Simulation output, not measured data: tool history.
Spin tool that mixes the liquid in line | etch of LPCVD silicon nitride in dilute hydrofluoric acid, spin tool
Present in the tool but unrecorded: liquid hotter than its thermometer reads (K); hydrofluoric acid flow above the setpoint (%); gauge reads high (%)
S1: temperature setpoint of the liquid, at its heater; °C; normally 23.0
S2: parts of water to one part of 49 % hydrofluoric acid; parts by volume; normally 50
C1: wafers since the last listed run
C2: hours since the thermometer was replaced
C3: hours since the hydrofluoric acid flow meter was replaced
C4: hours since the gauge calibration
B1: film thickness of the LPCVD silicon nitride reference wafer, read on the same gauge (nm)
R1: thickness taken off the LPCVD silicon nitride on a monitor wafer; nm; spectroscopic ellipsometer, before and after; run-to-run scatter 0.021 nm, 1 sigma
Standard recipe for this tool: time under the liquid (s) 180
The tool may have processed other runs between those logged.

Run 1, hour 0.0: usual settings; C1 0; C2 2342.4; C3 1959.1; C4 150.9; B1 130.028. Result: R1 1.758 nm.
Run 2, hour 8.4: usual settings; C1 87; C2 2350.8; C3 1967.5; C4 159.3; B1 129.997. Result: R1 1.714 nm.
Run 3, hour 18.3: usual settings; C1 102; C2 2360.7; C3 1977.4; C4 169.2; B1 129.965. Result: R1 1.718 nm.
At hour 18.7: gauge calibrated.
Run 4, hour 29.1: usual settings; C1 111; C2 2371.5; C3 1988.2; C4 10.4; B1 130.022. Result: R1 1.710 nm.
Run 5, hour 46.5: usual settings; C1 180; C2 2388.9; C3 2005.6; C4 27.8; B1 130.047. Result: R1 1.695 nm.
Run 6, hour 54.5: usual settings but S1 21.5 °C; C1 82; C2 2396.9; C3 2013.6; C4 35.8; B1 129.995. Result: R1 1.581 nm.
Run 7, hour 61.9: usual settings but S1 21.5 °C; C1 76; C2 2404.3; C3 2021.0; C4 43.2; B1 130.029. Result: R1 1.546 nm.
Run 8, hour 74.7: usual settings but S1 21.5 °C; C1 132; C2 2417.1; C3 2033.8; C4 56.0; B1 130.025. Result: R1 1.507 nm.
Run 9, hour 83.9: usual settings; C1 95; C2 2426.3; C3 2043.0; C4 65.2; B1 129.996. Result: R1 1.721 nm.
Run 10, hour 94.7: usual settings; C1 111; C2 2437.1; C3 2053.8; C4 76.0; B1 129.984. Result: R1 1.700 nm.
At hour 101.9: hydrofluoric acid flow meter replaced.
Run 11, hour 108.5: usual settings but S2 35 parts by volume, time under the liquid (s) 240; C1 132; C2 2450.9; C3 6.6; C4 89.8; B1 130.002. Result: R1 3.192 nm.
Run 12, hour 119.1: usual settings but S1 20.0 °C, S2 70 parts by volume; C1 109; C2 2461.5; C3 17.2; C4 100.4; B1 129.990. Result: R1 1.029 nm.
Run 13, hour 149.2: usual settings but S1 19.5 °C, S2 30 parts by volume, time under the liquid (s) 115; C1 311; C2 2491.6; C3 47.3; C4 130.5; B1 130.045. Result: R1 1.382 nm.
Run 14, hour 167.1: usual settings but S2 35 parts by volume, time under the liquid (s) 240; C1 185; C2 2509.5; C3 65.2; C4 148.4; B1 129.976. Result: R1 3.210 nm.
Run 15, hour 184.2: usual settings but S2 40 parts by volume, time under the liquid (s) 105; C1 177; C2 2526.6; C3 82.3; C4 165.5; B1 130.015. Result: R1 1.256 nm.
At hour 192.0: gauge calibrated.
Run 16, hour 192.1: usual settings but S2 30 parts by volume; C1 81; C2 2534.5; C3 90.2; C4 0.1; B1 129.997. Result: R1 2.822 nm.
Run 17, hour 206.0: usual settings; C1 144; C2 2548.4; C3 104.1; C4 14.0; B1 130.013. Result: R1 1.738 nm.
At hour 210.6: thermometer replaced.
Run 18, hour 223.7: usual settings but S1 25.5 °C, S2 60 parts by volume; C1 173; C2 13.1; C3 121.8; C4 31.7; B1 129.983. Result: R1 1.723 nm.
Run 19, hour 231.7: usual settings but time under the liquid (s) 245; C1 82; C2 21.1; C3 129.8; C4 39.7; B1 130.029. Result: R1 2.352 nm.
Run 20, hour 238.7: usual settings but S1 27.0 °C, S2 75 parts by volume; C1 72; C2 28.1; C3 136.8; C4 46.7; B1 129.998. Result: R1 1.521 nm.
Run 21, hour 283.8: usual settings but S2 60 parts by volume, time under the liquid (s) 235; C1 467; C2 73.2; C3 181.9; C4 91.8; B1 130.054. Result: R1 1.899 nm.

3 options for the next run, each taken on its own from the tool as it stands now. Forecast them:
Run A, hour 284.3: usual settings; C1 5; C2 73.7; C3 182.4; C4 92.3; B1 ?. Result: R1 ?.
Run B, hour 284.3: usual settings but S1 26.5 °C, time under the liquid (s) 230; C1 5; C2 73.7; C3 182.4; C4 92.3; B1 ?. Result: R1 ?.
Run C, hour 284.3: usual settings but S2 45 parts by volume, time under the liquid (s) 75; C1 5; C2 73.7; C3 182.4; C4 92.3; B1 ?. Result: R1 ?.

run       B1     R1
  A  130.027  1.696
  B  130.027  2.740
  C  130.027  0.783
Without the tool's hidden state the same runs would have given:
run     R1
  A  1.696
  B  2.740
  C  0.783

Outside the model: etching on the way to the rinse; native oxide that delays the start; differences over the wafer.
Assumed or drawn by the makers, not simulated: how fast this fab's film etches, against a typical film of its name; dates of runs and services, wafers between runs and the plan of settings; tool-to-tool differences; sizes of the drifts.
